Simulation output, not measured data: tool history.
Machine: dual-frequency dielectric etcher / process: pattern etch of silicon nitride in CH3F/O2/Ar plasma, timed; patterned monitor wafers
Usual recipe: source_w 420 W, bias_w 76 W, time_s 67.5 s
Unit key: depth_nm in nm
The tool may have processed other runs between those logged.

run   hour  source_w  bias_w  time_s  wafers since the last listed run  hours since the last wet clean  hours since the last source power generator calibration  hours since the last bias power generator calibration  hours since the last upper electrode change  hours since the gauge calibration  read-back reference wafer on the same gauge, depth_nm  depth_nm
  1      0       380      76    67.5                                 0                           342.8                                                     1565                                                 1983.3                                       5919.1                              409.6                                                  55.91     52.02
  2   29.4       380      76    67.5                               375                           372.2                                                   1594.4                                                 2012.7                                       5948.5                                439                                                  55.81     52.49
  3   52.8       390      76    67.5                               298                           395.6                                                   1617.8                                                 2036.1                                       5971.9                              462.4                                                  55.77     53.18
  4     83       390      76    67.5                               385                           425.8                                                     1648                                                 2066.3                                       6002.1                              492.6                                                  55.85     53.28
     115.2  -- wet clean of the chamber
  5  115.7       450      84    67.5                               111                             0.5                                                   1680.7                                                   2099                                       6034.8                              525.3                                                   55.8     57.83
  6  125.8       450      84    67.5                               128                            10.6                                                   1690.8                                                 2109.1                                       6044.9                              535.4                                                  55.77     57.97
     161.4  -- bias power generator calibrated
  7  161.9       450      84    67.5                               409                            46.7                                                   1726.9                                                    0.5                                         6081                              571.5                                                  55.87     58.48
  8  177.8       420      76    67.5                               202                            62.6                                                   1742.8                                                   16.4                                       6096.9                              587.4                                                  55.78     53.57
     221.3  -- upper electrode replaced
  9  221.8       420      76    67.5                               255                           106.6                                                   1786.8                                                   60.4                                          0.5                              631.4                                                  55.83     53.63
 10  231.5       420      76    67.5                               123                           116.3                                                   1796.5                                                   70.1                                         10.2                              641.1                                                  55.73     53.59
 11  247.5       460      82    62.5                               204                           132.3                                                   1812.5                                                   86.1                                         26.2                              657.1                                                  55.81     54.16
 12  259.8       420      76    67.5                               157                           144.6                                                   1824.8                                                   98.4                                         38.5                              669.4                                                  55.77      53.8
 13  293.1       360      63      75                               425                           177.9                                                   1858.1                                                  131.7                                         71.8                              702.7                                                  55.82     50.24
 14  308.8       460      81      58                               200                           193.6                                                   1873.8                                                  147.4                                         87.5                              718.4                                                  55.82     50.22
 15    331       420      84    67.5                               283                           215.8                                                     1896                                                  169.6                                        109.7                              740.6                                                  55.82     56.85
 16    366       350      66      48                               446                           250.8                                                     1931                                                  204.6                                        144.7                              775.6                                                  55.83     32.89
     392.9  -- gauge calibrated
 17  393.1       420      92    67.5                               345                           277.9                                                   1958.1                                                  231.7                                        171.8                                0.2                                                  55.78     60.38
 18    461       360      76      87                               866                           345.8                                                     2026                                                  299.6                                        239.7                               68.1                                                  55.79     65.55
 19  496.6       420      76    67.5                               454                           381.4                                                   2061.6                                                  335.2                                        275.3                              103.7                                                  55.87     55.19
     514.8  -- source power generator calibrated
 20  515.3       360      76    67.5                               187                           400.1                                                      0.5                                                  353.9                                          294                              122.4                                                   55.8     51.09
 21  527.9       420      67    67.5                               160                           412.7                                                     13.1                                                  366.5                                        306.6                                135                                                  55.81     51.65
 22  554.9       420      76      81                               344                           439.7                                                     40.1                                                  393.5                                        333.6                                162                                                  55.83     66.41
 23  578.3       500      69    67.5                               298                           463.1                                                     63.5                                                  416.9                                          357                              185.4                                                  55.83      57.7
 24  611.2       520      76    75.5                               419                             496                                                     96.4                                                  449.8                                        389.9                              218.3                                                  55.71      69.4
 25    639       490      63      54                               354                           523.8                                                    124.2                                                  477.6                                        417.7                              246.1                                                  55.76     43.71
     687.3  -- wet clean of the chamber
 26  687.8       520      76    75.5                               316                             0.5                                                      173                                                  526.4                                        466.5                              294.9                                                   55.8     65.29
 27  690.9       510      76    67.5                                39                             3.6                                                    176.1                                                  529.5                                        469.6                                298                                                  55.81     58.38
 28  718.4       370      89    67.5                               351                            31.1                                                    203.6                                                    557                                        497.1                              325.5                                                  55.89     53.55
 29  753.5       390      94    67.5                               448                            66.2                                                    238.7                                                  592.1                                        532.2                              360.6                                                  55.84     57.01
 30  788.3       420      76    67.5                               444                             101                                                    273.5                                                  626.9                                          567                              395.4                                                   55.8     53.68
 31  816.9       420      94    67.5                               365                           129.6                                                    302.1                                                  655.5                                        595.6                                424                                                  55.71     59.42

Pick out some run-to-run changes in depth_nm. Of each, how much would a tool without hidden state show as well, from the settings, what came in and chance, and how much is left for the hidden state and any gauge scatter not in both results compared?
Unlogged tool condition in this case: etch rate over this chamber's usual, %; source power that arrives over what is set, %; bias power that arrives over what is set, %; gauge reads high (%).
Run 4 -> 5: source_w 390 -> 450, bias_w 76 -> 84, wet clean of the chamber. depth_nm +4.55 nm: hidden state -1.99, all else +6.54.
Run 15 -> 16: source_w 420 -> 350, bias_w 84 -> 66, time_s 67.5 -> 48. depth_nm -23.96 nm: hidden state -0.42, all else -23.54.
Run 16 -> 17: source_w 350 -> 420, bias_w 66 -> 92, time_s 48 -> 67.5, gauge calibrated. depth_nm +27.49 nm: hidden state +0.85, all else +26.64.
Run 24 -> 25: source_w 520 -> 490, bias_w 76 -> 63, time_s 75.5 -> 54. depth_nm -25.69 nm: hidden state -1.11, all else -24.58.
Run 25 -> 26: source_w 490 -> 520, bias_w 63 -> 76, time_s 54 -> 75.5, wet clean of the chamber. depth_nm +21.58 nm: hidden state -2.63, all else +24.21.
